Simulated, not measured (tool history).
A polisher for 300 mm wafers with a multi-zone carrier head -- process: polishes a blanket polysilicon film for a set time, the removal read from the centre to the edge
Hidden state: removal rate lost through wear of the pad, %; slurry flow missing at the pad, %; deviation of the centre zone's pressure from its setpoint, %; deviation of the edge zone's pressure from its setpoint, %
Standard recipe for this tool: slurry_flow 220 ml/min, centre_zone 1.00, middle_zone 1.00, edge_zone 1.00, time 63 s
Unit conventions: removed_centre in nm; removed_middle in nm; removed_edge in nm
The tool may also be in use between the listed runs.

run,day,slurry_flow,centre_zone,middle_zone,edge_zone,time,wafers since the last listed run,wafers polished on this pad,hours since the slurry nozzle was cleaned,hours since the centre zone pressure was calibrated,hours since the edge zone pressure was calibrated,hours since the carrier head's membrane was replaced,"incoming thickness of the incoming film, nm",removed_centre,removed_middle,removed_edge
1,0.000,220,1.00,1.00,1.00,63,0,2021,291.6,3.8,451.7,357.4,1565.3,425.4,449.4,446.6
# day 2.796: slurry nozzle cleaned
2,3.567,220,1.00,1.00,1.00,63,1207,3228,18.5,89.4,537.3,443.0,1561.6,419.2,434.4,437.1
# day 5.088: worn pad replaced by a new one
3,5.854,220,1.00,1.00,1.00,63,726,262,73.4,144.3,592.2,497.9,1555.4,469.9,477.8,486.2
4,9.267,220,1.00,1.00,1.00,63,1169,1431,155.3,226.2,674.1,579.8,1596.5,443.3,459.5,460.8
5,12.833,250,1.00,1.00,1.00,63,1221,2653,240.9,311.8,759.7,665.4,1566.7,427.5,450.3,441.8
# day 14.921: slurry nozzle cleaned
6,16.533,220,1.00,1.00,1.00,63,1253,3906,38.7,400.6,848.5,754.2,1587.3,429.8,436.7,438.7
# day 17.879: worn pad replaced by a new one
7,19.912,220,1.00,1.00,1.00,63,1100,697,119.8,481.7,929.6,835.3,1549.1,465.7,477.1,476.1
8,22.383,220,1.00,1.00,1.00,63,846,1543,179.1,541.0,988.9,894.6,1572.3,434.8,458.8,457.7
# day 25.579: carrier head's membrane replaced by a new one
9,25.938,220,1.00,1.00,1.00,63,1146,2689,264.4,626.3,1074.2,8.6,1571.6,421.0,448.9,446.1
# day 27.771: slurry nozzle cleaned
10,27.792,220,1.00,1.00,0.91,63,620,3310,0.5,670.8,1118.7,53.1,1559.5,419.7,446.5,420.2
# day 30.438: worn pad replaced by a new one
11,31.654,220,1.00,1.00,1.00,63,1266,416,93.2,763.5,1211.4,145.8,1575.6,460.5,475.9,475.8
12,33.679,270,1.00,1.08,1.00,63,693,1110,141.8,812.1,1260.0,194.4,1566.7,451.9,483.9,465.7
13,37.212,220,1.00,1.00,1.00,63,1210,2321,226.6,896.9,1344.8,279.2,1553.1,422.5,436.8,439.2
# day 41.133: worn pad replaced by a new one
14,41.275,190,1.00,1.00,1.00,55,1334,48,324.1,994.4,1442.3,376.7,1561.0,408.5,421.3,435.4
# day 42.846: slurry nozzle cleaned
# day 43.750: centre zone pressure recalibrated
15,44.167,200,1.08,1.06,1.00,79,947,996,31.7,10.0,1511.7,446.1,1578.0,585.3,594.6,574.0
# day 47.879: edge zone pressure recalibrated
16,48.242,270,1.00,1.08,1.00,63,1367,2364,129.5,107.8,8.7,543.9,1574.2,445.4,484.4,454.5
17,50.621,285,1.00,1.04,1.08,74,815,3179,186.6,164.9,65.8,601.0,1571.1,507.4,536.6,539.6
# day 51.688: worn pad replaced by a new one
18,52.808,220,1.06,1.00,1.00,52,692,383,239.1,217.4,118.3,653.5,1546.2,396.2,392.0,396.8
# day 55.862: slurry nozzle cleaned
19,56.579,220,1.00,1.04,0.94,74,1277,1661,17.2,307.9,208.8,744.0,1548.0,513.5,550.9,514.5
20,60.921,190,1.00,0.89,1.11,63,1487,3149,121.4,412.1,313.0,848.2,1604.1,418.0,395.0,458.8

What if the next run were any one of these 5? Each begins from the tool's condition after run 20:
A,60.938,220,1.00,1.00,1.00,63,5,3154,121.8,412.5,313.4,848.6,1589.3,?,?,?
B,60.938,220,0.88,0.93,1.00,63,5,3154,121.8,412.5,313.4,848.6,1589.3,?,?,?
C,60.938,220,1.00,0.95,1.00,63,5,3154,121.8,412.5,313.4,848.6,1589.3,?,?,?
D,60.938,240,1.00,1.04,1.00,57,5,3154,121.8,412.5,313.4,848.6,1589.3,?,?,?
E,60.938,170,1.04,1.00,0.92,63,5,3154,121.8,412.5,313.4,848.6,1589.3,?,?,?

run,removed_centre,removed_middle,removed_edge
A,424.8,435.0,428.3
B,391.2,410.3,428.7
C,424.6,417.2,428.5
D,387.6,409.6,389.5
E,424.7,425.0,404.6
Stripped of hidden state, with their random variation kept, the same runs would have yielded:
run,removed_centre,removed_middle,removed_edge
A,483.3,495.0,487.3
B,445.1,466.8,487.7
C,483.1,474.7,487.6
D,441.0,466.0,443.1
E,483.2,483.6,460.4

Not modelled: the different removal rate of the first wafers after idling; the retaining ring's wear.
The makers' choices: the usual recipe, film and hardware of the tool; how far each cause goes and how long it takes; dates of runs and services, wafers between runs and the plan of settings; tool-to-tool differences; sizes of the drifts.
